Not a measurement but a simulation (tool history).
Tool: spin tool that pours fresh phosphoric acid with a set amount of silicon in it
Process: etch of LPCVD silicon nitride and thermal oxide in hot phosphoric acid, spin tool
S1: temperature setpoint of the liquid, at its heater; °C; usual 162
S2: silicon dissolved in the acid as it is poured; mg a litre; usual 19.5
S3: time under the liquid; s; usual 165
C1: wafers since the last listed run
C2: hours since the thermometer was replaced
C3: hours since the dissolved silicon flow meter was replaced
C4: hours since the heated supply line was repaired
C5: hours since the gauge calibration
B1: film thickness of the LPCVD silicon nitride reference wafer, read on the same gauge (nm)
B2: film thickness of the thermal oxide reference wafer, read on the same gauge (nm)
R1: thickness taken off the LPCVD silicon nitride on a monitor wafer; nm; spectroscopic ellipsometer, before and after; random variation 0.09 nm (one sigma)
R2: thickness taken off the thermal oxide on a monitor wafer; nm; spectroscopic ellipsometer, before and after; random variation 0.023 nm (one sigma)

run,hour,S1,S2,S3,C1,C2,C3,C4,C5,B1,B2,R1,R2
1,0,162,19.5,165,0,646.1,568.6,3625.1,877.9,49.98,89.975,18.34,0.281
2,42.1,161,19.5,165,307,688.2,610.7,3667.2,920,50.01,90.001,17.81,0.27
3,79.1,162,19.5,165,270,725.2,647.7,3704.2,957,49.98,89.988,18.37,0.302
4,144.2,162,19.5,165,475,790.3,712.8,3769.3,1022.1,50,89.994,18.29,0.297
# hour 170.2: thermometer replaced
5,179,162,19.5,165,247,8.8,747.6,3804.1,1056.9,50.02,89.985,18,0.255
6,208.1,163,8,165,212,37.9,776.7,3833.2,1086,49.99,90.016,18.64,0.449
7,247.5,164,29,165,288,77.3,816.1,3872.6,1125.4,49.98,89.985,19.21,0.29
# hour 261.7: gauge calibrated
# hour 271.1: dissolved silicon flow meter replaced
8,310.8,160.5,19.5,95,455,140.6,39.7,3935.9,49.1,50.04,90.02,9.78,0.15
# hour 349.3: heated supply line repaired
9,354.7,161,19.5,230,313,184.5,83.6,5.4,93,49.99,90.013,24.15,0.348
10,418,162,6,165,462,247.8,146.9,68.7,156.3,50.03,89.987,17.82,0.393
11,462.3,164,31.5,165,323,292.1,191.2,113,200.6,50.02,89.977,18.94,0.247
12,503.6,159,19.5,70,301,333.4,232.5,154.3,241.9,49.99,89.991,6.78,0.084
# hour 510.9: thermometer replaced, repeated, since the last time left the tool worse
13,534.6,165,7.5,65,219,23.7,263.5,185.3,272.9,50,89.992,8.2,0.205
14,586.7,162,19.5,165,380,75.8,315.6,237.4,325,49.98,90.034,18.82,0.318
15,655.1,164,10,195,500,144.2,384,305.8,393.4,49.98,89.982,23.67,0.527
16,694.4,162,19.5,165,287,183.5,423.3,345.1,432.7,50,90.038,18.75,0.283
17,765.5,162,8.5,165,519,254.6,494.4,416.2,503.8,49.99,89.996,18.77,0.359
18,817.2,162,26,220,377,306.3,546.1,467.9,555.5,50,90.01,24.87,0.389
19,859.8,160,29.5,130,311,348.9,588.7,510.5,598.1,49.99,89.97,13.76,0.135
20,919.7,164,24.5,225,437,408.8,648.6,570.4,658,50,89.965,27.07,0.417
# hour 951.7: dissolved silicon flow meter replaced
21,958.7,162,19.5,110,277,447.8,7,609.4,697,49.98,90.015,12.28,0.217

Forecast each of these 5 alternatives for the next run:
A,959.2,162,19.5,165,3,448.3,7.5,609.9,697.5,?,?,?,?
B,959.2,161,34,225,3,448.3,7.5,609.9,697.5,?,?,?,?
C,959.2,162,10.5,110,3,448.3,7.5,609.9,697.5,?,?,?,?
D,959.2,164,11,100,3,448.3,7.5,609.9,697.5,?,?,?,?
E,959.2,162,19.5,200,3,448.3,7.5,609.9,697.5,?,?,?,?

run,B1,B2,R1,R2
A,50.02,89.991,18.53,0.306
B,50.02,89.991,24.44,0.229
C,50.02,89.991,12.35,0.256
D,50.02,89.991,12,0.266
E,50.02,89.991,22.46,0.371
Without the tool's hidden state the same runs would have given:
run,R1,R2
A,18.87,0.319
B,24.88,0.239
C,12.58,0.266
D,12.22,0.277
E,22.87,0.386

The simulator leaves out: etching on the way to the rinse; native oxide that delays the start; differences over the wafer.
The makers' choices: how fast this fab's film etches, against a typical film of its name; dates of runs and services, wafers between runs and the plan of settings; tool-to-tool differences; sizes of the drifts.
